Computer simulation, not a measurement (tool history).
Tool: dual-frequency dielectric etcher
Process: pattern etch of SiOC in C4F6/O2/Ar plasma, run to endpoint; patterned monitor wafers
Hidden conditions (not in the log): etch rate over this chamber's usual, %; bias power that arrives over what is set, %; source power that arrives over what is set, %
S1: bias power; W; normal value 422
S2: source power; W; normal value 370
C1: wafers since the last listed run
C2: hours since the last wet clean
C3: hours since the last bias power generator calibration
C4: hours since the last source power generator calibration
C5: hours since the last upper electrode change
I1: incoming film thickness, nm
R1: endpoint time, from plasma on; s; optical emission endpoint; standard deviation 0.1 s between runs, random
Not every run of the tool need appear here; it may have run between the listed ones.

Run 1, hour 0.0: usual settings; C1 0; C2 524.4; C3 4081.3; C4 4765.5; C5 2225.6; I1 52.6. Result: R1 22.9 s.
Run 2, hour 20.2: usual settings; C1 241; C2 544.6; C3 4101.5; C4 4785.7; C5 2245.8; I1 53.0. Result: R1 23.1 s.
Run 3, hour 44.9: usual settings; C1 295; C2 569.3; C3 4126.2; C4 4810.4; C5 2270.5; I1 52.6. Result: R1 23.1 s.
At hour 70.1: wet clean of the chamber.
Run 4, hour 74.2: usual settings but S1 454 W; C1 63; C2 4.1; C3 4155.5; C4 4839.7; C5 2299.8; I1 52.1. Result: R1 21.0 s.
Run 5, hour 97.5: usual settings; C1 278; C2 27.4; C3 4178.8; C4 4863.0; C5 2323.1; I1 52.7. Result: R1 21.7 s.
Run 6, hour 113.2: usual settings; C1 187; C2 43.1; C3 4194.5; C4 4878.7; C5 2338.8; I1 52.5. Result: R1 21.6 s.
Run 7, hour 129.0: usual settings; C1 188; C2 58.9; C3 4210.3; C4 4894.5; C5 2354.6; I1 52.5. Result: R1 21.5 s.
Run 8, hour 161.9: usual settings; C1 393; C2 91.8; C3 4243.2; C4 4927.4; C5 2387.5; I1 52.4. Result: R1 21.7 s.
Run 9, hour 187.5: usual settings; C1 306; C2 117.4; C3 4268.8; C4 4953.0; C5 2413.1; I1 52.5. Result: R1 21.7 s.
At hour 215.1: upper electrode replaced.
Run 10, hour 223.2: usual settings; C1 139; C2 153.1; C3 4304.5; C4 4988.7; C5 8.1; I1 52.9. Result: R1 21.9 s.
Run 11, hour 237.2: usual settings; C1 167; C2 167.1; C3 4318.5; C4 5002.7; C5 22.1; I1 52.0. Result: R1 21.8 s.
At hour 253.7: source power generator calibrated.
Run 12, hour 264.3: usual settings; C1 276; C2 194.2; C3 4345.6; C4 10.6; C5 49.2; I1 52.8. Result: R1 22.1 s.
Run 13, hour 293.2: usual settings; C1 345; C2 223.1; C3 4374.5; C4 39.5; C5 78.1; I1 52.6. Result: R1 22.0 s.
Run 14, hour 307.2: usual settings; C1 167; C2 237.1; C3 4388.5; C4 53.5; C5 92.1; I1 52.4. Result: R1 22.0 s.
Run 15, hour 328.9: usual settings but S1 482 W, S2 320 W; C1 259; C2 258.8; C3 4410.2; C4 75.2; C5 113.8; I1 52.6. Result: R1 21.9 s.
Run 16, hour 361.6: usual settings but S1 371 W, S2 320 W; C1 391; C2 291.5; C3 4442.9; C4 107.9; C5 146.5; I1 52.8. Result: R1 24.3 s.
Run 17, hour 375.6: usual settings but S1 478 W, S2 450 W; C1 167; C2 305.5; C3 4456.9; C4 121.9; C5 160.5; I1 52.7. Result: R1 20.0 s.
Run 18, hour 395.2: usual settings; C1 234; C2 325.1; C3 4476.5; C4 141.5; C5 180.1; I1 53.2. Result: R1 22.4 s.
Run 19, hour 418.9: usual settings but S1 369 W, S2 280 W; C1 283; C2 348.8; C3 4500.2; C4 165.2; C5 203.8; I1 52.9. Result: R1 25.6 s.
Run 20, hour 442.1: usual settings but S1 521 W, S2 340 W; C1 277; C2 372.0; C3 4523.4; C4 188.4; C5 227.0; I1 52.3. Result: R1 21.1 s.
At hour 464.2: bias power generator calibrated.
Run 21, hour 464.7: usual settings but S1 339 W, S2 400 W; C1 222; C2 394.6; C3 0.5; C4 211.0; C5 249.6; I1 52.8. Result: R1 23.9 s.
At hour 512.9: wet clean of the chamber.
Run 22, hour 513.4: usual settings; C1 295; C2 0.5; C3 49.2; C4 259.7; C5 298.3; I1 53.1. Result: R1 22.1 s.
Run 23, hour 521.0: usual settings but S1 369 W, S2 280 W; C1 90; C2 8.1; C3 56.8; C4 267.3; C5 305.9; I1 52.2. Result: R1 25.2 s.
Run 24, hour 581.7: usual settings but S1 361 W, S2 400 W; C1 726; C2 68.8; C3 117.5; C4 328.0; C5 366.6; I1 52.9. Result: R1 23.0 s.
Run 25, hour 607.8: usual settings but S1 323 W, S2 330 W; C1 312; C2 94.9; C3 143.6; C4 354.1; C5 392.7; I1 52.5. Result: R1 25.2 s.
Run 26, hour 630.0: usual settings but S1 486 W, S2 420 W; C1 265; C2 117.1; C3 165.8; C4 376.3; C5 414.9; I1 52.9. Result: R1 20.2 s.
Run 27, hour 655.9: usual settings but S1 521 W, S2 310 W; C1 309; C2 143.0; C3 191.7; C4 402.2; C5 440.8; I1 53.2. Result: R1 21.8 s.

Here are 4 independent what-if runs from the current tool condition. What would each one return?
Run A, hour 656.3: usual settings but S2 320 W; C1 4; C2 143.4; C3 192.1; C4 402.6; C5 441.2; I1 53.1. Result: R1 ?.
Run B, hour 656.3: usual settings but S1 474 W, S2 400 W; C1 4; C2 143.4; C3 192.1; C4 402.6; C5 441.2; I1 53.1. Result: R1 ?.
Run C, hour 656.3: usual settings but S1 323 W, S2 420 W; C1 4; C2 143.4; C3 192.1; C4 402.6; C5 441.2; I1 53.1. Result: R1 ?.
Run D, hour 656.3: usual settings but S1 476 W, S2 320 W; C1 4; C2 143.4; C3 192.1; C4 402.6; C5 441.2; I1 53.1. Result: R1 ?.

run    R1
  A  23.3
  B  20.8
  C  23.7
  D  22.3
Take away the tool's hidden state, keep each run's random variation, and the runs would have read:
run    R1
  A  22.9
  B  20.4
  C  23.2
  D  21.8
